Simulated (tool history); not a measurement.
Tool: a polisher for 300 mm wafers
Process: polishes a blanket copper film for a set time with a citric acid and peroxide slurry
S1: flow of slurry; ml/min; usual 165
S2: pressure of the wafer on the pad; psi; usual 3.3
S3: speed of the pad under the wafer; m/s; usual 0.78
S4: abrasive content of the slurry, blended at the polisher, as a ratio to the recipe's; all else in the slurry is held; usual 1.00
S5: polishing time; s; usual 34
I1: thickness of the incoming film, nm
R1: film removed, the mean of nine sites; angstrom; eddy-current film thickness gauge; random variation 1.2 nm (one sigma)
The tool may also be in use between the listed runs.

{"run": 1, "day": 0.0, "S1": 165, "S2": 3.3, "S3": 0.78, "S4": 1.0, "S5": 34, "I1": 717.1, "R1": 787}
{"day": 0.212, "done": "slurry nozzle cleaned"}
{"run": 2, "day": 4.079, "S1": 165, "S2": 3.3, "S3": 0.78, "S4": 1.0, "S5": 34, "I1": 723.9, "R1": 779}
{"day": 4.533, "done": "worn pad replaced by a new one"}
{"day": 6.154, "done": "slurry blender recalibrated"}
{"run": 3, "day": 8.004, "S1": 165, "S2": 4.1, "S3": 0.78, "S4": 1.0, "S5": 34, "I1": 734.3, "R1": 918}
{"day": 9.862, "done": "slurry nozzle cleaned"}
{"run": 4, "day": 11.725, "S1": 165, "S2": 3.3, "S3": 0.78, "S4": 1.0, "S5": 34, "I1": 744.6, "R1": 786}
{"day": 14.179, "done": "worn pad replaced by a new one"}
{"run": 5, "day": 14.508, "S1": 165, "S2": 3.3, "S3": 0.78, "S4": 1.0, "S5": 34, "I1": 736.4, "R1": 796}
{"day": 16.125, "done": "slurry blender recalibrated"}
{"run": 6, "day": 17.829, "S1": 165, "S2": 3.3, "S3": 0.78, "S4": 1.0, "S5": 34, "I1": 716.8, "R1": 796}
{"day": 19.746, "done": "slurry nozzle cleaned"}
{"run": 7, "day": 21.508, "S1": 165, "S2": 3.3, "S3": 0.78, "S4": 1.0, "S5": 28, "I1": 733.8, "R1": 663}
{"run": 8, "day": 23.3, "S1": 165, "S2": 2.2, "S3": 0.78, "S4": 1.0, "S5": 29, "I1": 734.5, "R1": 489}
{"day": 24.467, "done": "worn pad replaced by a new one"}
{"day": 25.192, "done": "slurry blender recalibrated"}
{"run": 9, "day": 27.475, "S1": 165, "S2": 4.4, "S3": 1.02, "S4": 1.15, "S5": 45, "I1": 733.3, "R1": 1592}
{"day": 29.721, "done": "slurry nozzle cleaned"}
{"run": 10, "day": 30.954, "S1": 165, "S2": 3.3, "S3": 0.78, "S4": 1.0, "S5": 45, "I1": 723.8, "R1": 1026}
{"day": 32.762, "done": "worn pad replaced by a new one"}
{"run": 11, "day": 33.562, "S1": 165, "S2": 3.3, "S3": 0.78, "S4": 1.0, "S5": 34, "I1": 733.9, "R1": 787}
{"day": 35.292, "done": "head pressure recalibrated"}
{"day": 35.388, "done": "slurry blender recalibrated"}
{"run": 12, "day": 36.538, "S1": 165, "S2": 3.3, "S3": 0.78, "S4": 1.0, "S5": 34, "I1": 741.7, "R1": 785}
{"day": 39.538, "done": "slurry nozzle cleaned"}
{"run": 13, "day": 39.9, "S1": 165, "S2": 2.1, "S3": 0.78, "S4": 0.8, "S5": 43, "I1": 716.2, "R1": 671}
{"day": 41.625, "done": "worn pad replaced by a new one"}
{"run": 14, "day": 42.246, "S1": 165, "S2": 3.3, "S3": 0.92, "S4": 1.0, "S5": 34, "I1": 728.6, "R1": 864}
{"day": 43.792, "done": "slurry blender recalibrated"}
{"run": 15, "day": 46.183, "S1": 165, "S2": 3.7, "S3": 0.78, "S4": 1.0, "S5": 34, "I1": 732.2, "R1": 855}

4 ways to go on from here, each from the tool as it stands after run 15. What would each give?
{"run": "A", "day": 46.2, "S1": 165, "S2": 3.3, "S3": 0.78, "S4": 1.0, "S5": 34, "I1": 733.2, "R1": "?"}
{"run": "B", "day": 46.2, "S1": 165, "S2": 4.0, "S3": 0.78, "S4": 1.0, "S5": 34, "I1": 733.2, "R1": "?"}
{"run": "C", "day": 46.2, "S1": 165, "S2": 3.3, "S3": 0.56, "S4": 0.85, "S5": 34, "I1": 733.2, "R1": "?"}
{"run": "D", "day": 46.2, "S1": 165, "S2": 3.3, "S3": 0.78, "S4": 1.0, "S5": 29, "I1": 733.2, "R1": "?"}

run=A R1=790
run=B R1=917
run=C R1=617
run=D R1=674
Without the tool's hidden state the same runs would have given:
run=A R1=790
run=B R1=917
run=C R1=617
run=D R1=674
